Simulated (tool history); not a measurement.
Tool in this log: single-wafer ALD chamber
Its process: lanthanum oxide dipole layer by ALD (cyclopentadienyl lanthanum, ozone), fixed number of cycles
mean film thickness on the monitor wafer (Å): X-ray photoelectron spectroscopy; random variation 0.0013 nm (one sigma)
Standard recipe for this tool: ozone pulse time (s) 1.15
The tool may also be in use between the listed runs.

run,day,ozone pulse time (s),"read-back reference wafer on the same gauge, thickness_nm",mean film thickness on the monitor wafer (Å)
1,0.000,0.82,0.462,4.66
2,3.050,0.82,0.462,4.64
3,15.338,1.15,0.462,5.27
4,18.721,1.34,0.462,5.49
5,22.100,1.34,0.462,5.49
6,24.938,1.34,0.462,5.45
# day 27.575: ozone generator serviced
7,29.342,1.15,0.462,5.34
8,32.300,1.15,0.462,5.34
9,34.617,1.15,0.462,5.35
10,36.288,1.15,0.462,5.35
11,40.550,0.92,0.462,4.92
12,43.667,0.92,0.462,4.92
# day 45.983: gauge calibrated
13,47.079,1.15,0.462,5.32
# day 48.162: thermocouple changed; heater temperature recalibrated
14,48.675,1.28,0.462,5.47
15,53.054,0.76,0.462,4.47
# day 56.208: showerhead replaced
16,57.454,0.81,0.462,4.59
17,59.729,1.15,0.462,5.29
18,62.346,1.44,0.462,5.58
19,66.333,0.73,0.462,4.32
20,68.108,1.58,0.462,5.66
21,72.004,1.37,0.462,5.49
22,74.546,1.46,0.462,5.57
# day 77.421: ozone generator serviced
23,82.304,0.96,0.462,5.01
24,83.929,1.49,0.462,5.67
25,94.504,1.15,0.462,5.29
26,96.671,1.49,0.462,5.64
27,98.717,1.00,0.462,5.06

Consider 4 possible next runs. They are alternatives, not a sequence: every one starts from the tool as it was left by run 27. What does each give?
A,98.733,1.15,?,?
B,98.733,0.91,?,?
C,98.733,0.95,?,?
D,98.733,0.77,?,?

run,"read-back reference wafer on the same gauge, thickness_nm",mean film thickness on the monitor wafer (Å)
A,0.462,5.29
B,0.462,4.85
C,0.462,4.94
D,0.462,4.47
Had the tool no hidden state, the same runs would have come out as:
run,mean film thickness on the monitor wafer (Å)
A,5.35
B,4.92
C,5.01
D,4.55

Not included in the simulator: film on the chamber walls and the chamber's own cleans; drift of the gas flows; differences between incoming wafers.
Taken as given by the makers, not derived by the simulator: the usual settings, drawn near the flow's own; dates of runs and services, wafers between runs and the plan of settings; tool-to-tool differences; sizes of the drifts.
